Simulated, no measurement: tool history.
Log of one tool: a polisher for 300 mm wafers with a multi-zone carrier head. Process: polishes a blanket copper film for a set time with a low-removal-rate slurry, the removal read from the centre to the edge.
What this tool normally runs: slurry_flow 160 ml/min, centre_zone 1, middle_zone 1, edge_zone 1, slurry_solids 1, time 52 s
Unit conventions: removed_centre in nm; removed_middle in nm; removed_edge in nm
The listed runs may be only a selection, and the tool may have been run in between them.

run,day,slurry_flow,centre_zone,middle_zone,edge_zone,slurry_solids,time,"incoming thickness of the incoming film, nm",removed_centre,removed_middle,removed_edge
1,0,160,1,1,1,1,66,1191.4,160.5,159.3,166.3
# day 0.554: worn pad replaced by a new one
2,0.575,160,1,1,1,1,66,1223.7,156.2,157.5,166
3,0.912,160,1,1,1,1,66,1204.2,156.7,159.7,166.3
4,1.517,160,1,0.92,1,1,52,1200.8,126.4,117,130.8
5,2.217,160,1,0.92,1,1,52,1202.2,124.3,115.8,131.5
6,2.488,160,1,0.92,1,1,52,1193.8,125.4,116,128.7
# day 3.012: worn pad replaced by a new one
7,3.033,160,1,1,1,1,52,1189.3,120.9,125.9,128.6
# day 3.329: edge zone pressure recalibrated
8,3.675,160,1,1,1,1,52,1200.7,122.4,122,128.5
# day 4.138: slurry nozzle cleaned
9,4.417,160,1,1,1,1,52,1186.2,141.8,140.1,144.1
10,4.671,160,0.88,1,1,0.85,52,1220.2,124.6,139.3,140.3
11,5.279,160,1,1,1.05,1.15,52,1181.7,145.7,141.1,143.8
# day 5.733: worn pad replaced by a new one
12,5.754,160,1,0.92,1,1,52,1209,139.4,131,137.2
# day 6.2: carrier head's membrane replaced by a new one
# day 6.388: centre zone pressure recalibrated
13,6.408,160,1,1,1,1,36,1177.9,98.7,94.6,96.2
14,7.083,160,1,1,1.04,1,52,1189,140.8,139.6,147.6
15,7.554,160,0.92,1,1,1.25,52,1179.3,132.1,143.3,144
# day 8.25: worn pad replaced by a new one
16,8.271,160,0.94,1,0.96,0.75,52,1193.9,128.1,135.3,133.1
17,8.829,160,1,1,1,1,52,1196.9,138.2,138.8,138.9
18,9.383,160,1,1,1,1,52,1188.8,141.1,136.1,137.3

Hidden state, per run?
removal rate lost through wear of the pad, %: 0 at every run
deviation of the centre zone's pressure from its setpoint, %: 0 at every run
deviation of the edge zone's pressure from its setpoint, %: 0 at every run
H1: slurry flow missing at the pad, %
run,H1
1,35.9
2,36.7
3,37.2
4,38.1
5,39.1
6,39.4
7,40.2
8,41.1
9,4.44
10,4.81
11,5.68
12,6.36
13,7.3
14,8.27
15,8.94
16,9.97
17,10.8
18,11.6
